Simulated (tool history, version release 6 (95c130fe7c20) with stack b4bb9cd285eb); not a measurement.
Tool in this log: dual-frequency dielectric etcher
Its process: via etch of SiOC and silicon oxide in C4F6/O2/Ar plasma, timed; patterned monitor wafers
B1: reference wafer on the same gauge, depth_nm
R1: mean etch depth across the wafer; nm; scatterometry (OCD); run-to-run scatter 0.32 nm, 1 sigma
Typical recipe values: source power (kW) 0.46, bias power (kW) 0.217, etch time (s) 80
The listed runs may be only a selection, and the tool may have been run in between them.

{"run": 1, "day": 0.0, "source power (kW)": 0.52, "bias power (kW)": 0.217, "etch time (s)": 80, "B1": 93.9, "R1": 114.3}
{"run": 2, "day": 1.725, "source power (kW)": 0.56, "bias power (kW)": 0.217, "etch time (s)": 80, "B1": 94, "R1": 118.3}
{"run": 3, "day": 6.192, "source power (kW)": 0.46, "bias power (kW)": 0.217, "etch time (s)": 80, "B1": 93.9, "R1": 108.5}
{"run": 4, "day": 10.646, "source power (kW)": 0.46, "bias power (kW)": 0.217, "etch time (s)": 80, "B1": 94, "R1": 109.8}
{"run": 5, "day": 13.338, "source power (kW)": 0.38, "bias power (kW)": 0.217, "etch time (s)": 80, "B1": 94, "R1": 100.1}
{"day": 14.892, "done": "wet clean of the chamber"}
{"run": 6, "day": 16.079, "source power (kW)": 0.46, "bias power (kW)": 0.217, "etch time (s)": 80, "B1": 94, "R1": 106.1}
{"run": 7, "day": 19.958, "source power (kW)": 0.46, "bias power (kW)": 0.217, "etch time (s)": 80, "B1": 94.1, "R1": 106.8}
{"run": 8, "day": 22.829, "source power (kW)": 0.46, "bias power (kW)": 0.217, "etch time (s)": 80, "B1": 94, "R1": 106.8}
{"run": 9, "day": 25.867, "source power (kW)": 0.46, "bias power (kW)": 0.217, "etch time (s)": 80, "B1": 94, "R1": 107.8}
{"run": 10, "day": 30.062, "source power (kW)": 0.46, "bias power (kW)": 0.217, "etch time (s)": 80, "B1": 94, "R1": 108.5}
{"day": 32.154, "done": "gauge calibrated"}
{"day": 35.375, "done": "wet clean of the chamber"}
{"run": 11, "day": 37.308, "source power (kW)": 0.46, "bias power (kW)": 0.217, "etch time (s)": 80, "B1": 94, "R1": 105.9}
{"run": 12, "day": 41.892, "source power (kW)": 0.46, "bias power (kW)": 0.217, "etch time (s)": 80, "B1": 94, "R1": 106.7}
{"run": 13, "day": 43.758, "source power (kW)": 0.46, "bias power (kW)": 0.217, "etch time (s)": 80, "B1": 94, "R1": 107.2}
{"run": 14, "day": 46.717, "source power (kW)": 0.46, "bias power (kW)": 0.197, "etch time (s)": 80, "B1": 94.1, "R1": 103.5}
{"run": 15, "day": 50.142, "source power (kW)": 0.46, "bias power (kW)": 0.268, "etch time (s)": 60, "B1": 94, "R1": 88.4}
{"run": 16, "day": 54.612, "source power (kW)": 0.46, "bias power (kW)": 0.165, "etch time (s)": 80, "B1": 93.8, "R1": 97.2}
{"run": 17, "day": 56.971, "source power (kW)": 0.46, "bias power (kW)": 0.217, "etch time (s)": 80, "B1": 93.9, "R1": 108.4}
{"day": 58.225, "done": "wet clean of the chamber"}
{"day": 61.088, "done": "source power generator calibrated"}
{"day": 62.242, "done": "upper electrode replaced"}
{"run": 18, "day": 62.262, "source power (kW)": 0.46, "bias power (kW)": 0.217, "etch time (s)": 80, "B1": 93.9, "R1": 106.6}
{"day": 62.642, "done": "bias power generator calibrated"}
{"run": 19, "day": 64.029, "source power (kW)": 0.46, "bias power (kW)": 0.217, "etch time (s)": 80, "B1": 94, "R1": 107.1}
{"run": 20, "day": 66.783, "source power (kW)": 0.46, "bias power (kW)": 0.217, "etch time (s)": 80, "B1": 94, "R1": 106.7}
{"run": 21, "day": 69.525, "source power (kW)": 0.54, "bias power (kW)": 0.266, "etch time (s)": 97.5, "B1": 94.1, "R1": 154.1}
{"run": 22, "day": 71.292, "source power (kW)": 0.4, "bias power (kW)": 0.202, "etch time (s)": 86.5, "B1": 94, "R1": 105.3}
{"run": 23, "day": 73.858, "source power (kW)": 0.46, "bias power (kW)": 0.217, "etch time (s)": 80, "B1": 94.1, "R1": 108.4}
{"run": 24, "day": 77.229, "source power (kW)": 0.4, "bias power (kW)": 0.265, "etch time (s)": 86.5, "B1": 93.9, "R1": 119.4}
{"run": 25, "day": 79.471, "source power (kW)": 0.38, "bias power (kW)": 0.241, "etch time (s)": 80, "B1": 94, "R1": 103.5}
{"run": 26, "day": 81.975, "source power (kW)": 0.46, "bias power (kW)": 0.235, "etch time (s)": 64, "B1": 94, "R1": 90}
{"day": 85.525, "done": "wet clean of the chamber"}
{"run": 27, "day": 85.546, "source power (kW)": 0.46, "bias power (kW)": 0.217, "etch time (s)": 80, "B1": 94, "R1": 106.2}

What if the next run were any one of these 5? Each begins from the tool's condition after run 27:
{"run": "A", "day": 85.562, "source power (kW)": 0.46, "bias power (kW)": 0.217, "etch time (s)": 66.5, "B1": "?", "R1": "?"}
{"run": "B", "day": 85.562, "source power (kW)": 0.38, "bias power (kW)": 0.267, "etch time (s)": 100.5, "B1": "?", "R1": "?"}
{"run": "C", "day": 85.562, "source power (kW)": 0.57, "bias power (kW)": 0.217, "etch time (s)": 60.5, "B1": "?", "R1": "?"}
{"run": "D", "day": 85.562, "source power (kW)": 0.34, "bias power (kW)": 0.217, "etch time (s)": 97, "B1": "?", "R1": "?"}
{"run": "E", "day": 85.562, "source power (kW)": 0.46, "bias power (kW)": 0.217, "etch time (s)": 86.5, "B1": "?", "R1": "?"}

run=A B1=94.1 R1=88.2
run=B B1=94.1 R1=132.1
run=C B1=94.1 R1=88.8
run=D B1=94.1 R1=110.7
run=E B1=94.1 R1=114.8
The same runs, with their run-to-run variation unchanged, on a tool lacking any hidden condition would have given:
run=A R1=88.4
run=B R1=132.4
run=C R1=89
run=D R1=110.9
run=E R1=115

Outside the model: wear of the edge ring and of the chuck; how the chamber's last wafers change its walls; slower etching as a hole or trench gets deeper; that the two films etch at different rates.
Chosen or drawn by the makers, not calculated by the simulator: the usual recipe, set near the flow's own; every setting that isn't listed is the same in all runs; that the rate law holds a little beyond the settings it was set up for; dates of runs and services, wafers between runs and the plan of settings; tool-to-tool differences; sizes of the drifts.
